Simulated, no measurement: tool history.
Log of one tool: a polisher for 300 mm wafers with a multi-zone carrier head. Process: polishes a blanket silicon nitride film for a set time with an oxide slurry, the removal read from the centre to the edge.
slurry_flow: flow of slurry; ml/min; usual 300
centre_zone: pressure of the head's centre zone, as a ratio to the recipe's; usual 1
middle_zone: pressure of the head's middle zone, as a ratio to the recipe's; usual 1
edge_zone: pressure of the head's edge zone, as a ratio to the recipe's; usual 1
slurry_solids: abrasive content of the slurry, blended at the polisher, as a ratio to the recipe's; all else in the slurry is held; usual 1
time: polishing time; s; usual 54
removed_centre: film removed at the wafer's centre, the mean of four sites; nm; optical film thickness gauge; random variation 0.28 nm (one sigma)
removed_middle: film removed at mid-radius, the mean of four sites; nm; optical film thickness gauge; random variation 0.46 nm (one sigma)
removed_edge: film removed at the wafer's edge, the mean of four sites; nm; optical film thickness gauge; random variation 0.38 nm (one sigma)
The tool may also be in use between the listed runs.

| run | hour | slurry_flow | centre_zone | middle_zone | edge_zone | slurry_solids | time | wafers since the last listed run | wafers polished on this pad | hours since the slurry nozzle was cleaned | hours since the centre zone pressure was calibrated | hours since the edge zone pressure was calibrated | hours since the carrier head's membrane was replaced | incoming thickness of the incoming film, nm | removed_centre | removed_middle | removed_edge |
|---|---|---|---|---|---|---|---|---|---|---|---|---|---|---|---|---|---|
| 1 | 0 | 300 | 1 | 1.07 | 0.91 | 1 | 54 | 0 | 544 | 395.1 | 379.5 | 345.3 | 502.8 | 285.4 | 36.2 | 39.9 | 35.5 |
|  | 9.3 | worn pad replaced by a new one |
| 2 | 11.3 | 300 | 1 | 1.07 | 0.91 | 1 | 54 | 77 | 21 | 406.4 | 390.8 | 356.6 | 514.1 | 283.5 | 35.5 | 38.5 | 35.5 |
| 3 | 27.7 | 300 | 1 | 1.07 | 0.91 | 1 | 54 | 174 | 196 | 422.8 | 407.2 | 373 | 530.5 | 277.6 | 35.5 | 38.8 | 35.5 |
| 4 | 37.3 | 300 | 1 | 1 | 1 | 1 | 54 | 102 | 298 | 432.4 | 416.8 | 382.6 | 540.1 | 279.4 | 34.8 | 35.3 | 36.3 |
| 5 | 46.7 | 300 | 1 | 1 | 1 | 1 | 54 | 99 | 398 | 441.8 | 426.2 | 392 | 549.5 | 274.9 | 34.8 | 35.9 | 36.2 |
| 6 | 57.2 | 300 | 1 | 1 | 1 | 1 | 54 | 111 | 509 | 452.3 | 436.7 | 402.5 | 560 | 278.1 | 34.6 | 35.2 | 36.1 |
| 7 | 64.7 | 300 | 1 | 1 | 1 | 1 | 54 | 79 | 589 | 459.8 | 444.2 | 410 | 567.5 | 281.6 | 35.2 | 36 | 36.5 |
| 8 | 71.2 | 300 | 1 | 1 | 1 | 1 | 54 | 69 | 658 | 466.3 | 450.7 | 416.5 | 574 | 275.2 | 35 | 35.8 | 36.2 |
|  | 77.4 | worn pad replaced by a new one |
| 9 | 85.8 | 300 | 1 | 1 | 1 | 1 | 54 | 112 | 89 | 480.9 | 465.3 | 431.1 | 588.6 | 277 | 34 | 35.2 | 35.9 |
| 10 | 92.5 | 300 | 1.08 | 1 | 1 | 1 | 54 | 71 | 160 | 487.6 | 472 | 437.8 | 595.3 | 278.9 | 36.4 | 35.3 | 35.9 |
|  | 100.5 | slurry nozzle cleaned |
|  | 106.1 | carrier head's membrane replaced by a new one |
|  | 106.3 | centre zone pressure recalibrated |
| 11 | 106.8 | 300 | 1 | 1 | 1 | 1 | 54 | 85 | 246 | 6.3 | 0.5 | 452.1 | 0.7 | 275.9 | 37.6 | 37.5 | 38.3 |

Run 12 comes next. What will it give?
| 12 | 123.8 | 300 | 1.06 | 1 | 0.95 | 1.25 | 54 | 180 | 427 | 23.3 | 17.5 | 469.1 | 17.7 | 277.7 | ? | ? | ? |

{"run 12": {"removed_centre": 41.8, "removed_middle": 41.6, "removed_edge": 39.9}}
Without the tool's hidden state the same run would have given removed_centre 41.8 nm, removed_middle 41.7 nm, removed_edge 39.9 nm.

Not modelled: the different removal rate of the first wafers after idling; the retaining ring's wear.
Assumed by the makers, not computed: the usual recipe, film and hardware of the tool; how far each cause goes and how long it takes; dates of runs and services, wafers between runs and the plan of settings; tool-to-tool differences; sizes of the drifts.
